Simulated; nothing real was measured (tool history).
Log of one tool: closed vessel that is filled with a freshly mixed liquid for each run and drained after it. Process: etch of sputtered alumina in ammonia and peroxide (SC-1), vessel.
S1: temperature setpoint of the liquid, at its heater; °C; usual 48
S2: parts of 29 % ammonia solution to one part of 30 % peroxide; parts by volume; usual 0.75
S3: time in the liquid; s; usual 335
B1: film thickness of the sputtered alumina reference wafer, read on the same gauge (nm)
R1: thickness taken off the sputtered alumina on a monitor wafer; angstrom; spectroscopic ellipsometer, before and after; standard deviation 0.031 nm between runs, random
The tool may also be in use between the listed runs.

Run 1, day 0: usual settings but S3 490 s; B1 99.98. Result: R1 200.1 angstrom.
Run 2, day 4.467: usual settings but S3 490 s; B1 99.99. Result: R1 200.1 angstrom.
Run 3, day 6.842: usual settings but S3 490 s; B1 100. Result: R1 200.1 angstrom.
At day 9.167: new drum of ammonia solution connected.
Run 4, day 10.638: usual settings but S3 260 s; B1 100.01. Result: R1 107.6 angstrom.
Run 5, day 16.358: usual settings; B1 100.01. Result: R1 138 angstrom.
Run 6, day 18.225: usual settings; B1 99.99. Result: R1 138.4 angstrom.
At day 19.621: thermometer replaced.
At day 27.904: ammonia flow meter replaced.
Run 7, day 28.442: usual settings but S3 415 s; B1 99.98. Result: R1 156.6 angstrom.
At day 28.704: gauge calibrated.
Run 8, day 30.746: usual settings but S3 415 s; B1 99.99. Result: R1 156.7 angstrom.
Run 9, day 33.242: usual settings; B1 100.01. Result: R1 126.6 angstrom.
At day 35.817: new drum of ammonia solution connected.
Run 10, day 37.4: usual settings but S1 51 °C, S2 0.4 parts by volume, S3 450 s; B1 100.01. Result: R1 191.4 angstrom.
Run 11, day 39.875: usual settings but S1 54.5 °C, S3 175 s; B1 99.99. Result: R1 95.9 angstrom.
Run 12, day 41.833: usual settings but S1 42 °C, S2 0.5 parts by volume, S3 510 s; B1 99.99. Result: R1 133.3 angstrom.
Run 13, day 44.704: usual settings but S1 56 °C, S2 1.05 parts by volume; B1 100.01. Result: R1 205.1 angstrom.
Run 14, day 49.2: usual settings but S1 56 °C, S2 1.05 parts by volume; B1 100.01. Result: R1 205.3 angstrom.
Run 15, day 51.421: usual settings but S1 45.5 °C, S2 1.05 parts by volume; B1 100. Result: R1 115.3 angstrom.
Run 16, day 54.25: usual settings but S2 0.55 parts by volume; B1 100.02. Result: R1 125.3 angstrom.

The logged runs with the hidden state left out (each run's random variation unchanged):
What the log doesn't record here: liquid hotter than its thermometer reads (K); ammonia flow above the setpoint (%); ammonia solution weaker than its label (%); gauge reads high (%).
run     R1
  1  185.8
  2  185.7
  3  185.6
  4   98.7
  5  126.6
  6  126.8
  7  156.8
  8  156.9
  9  126.7
 10  188.6
 11   94.5
 12  131.1
 13  202.1
 14  202.2
 15  113.4
 16  123.3
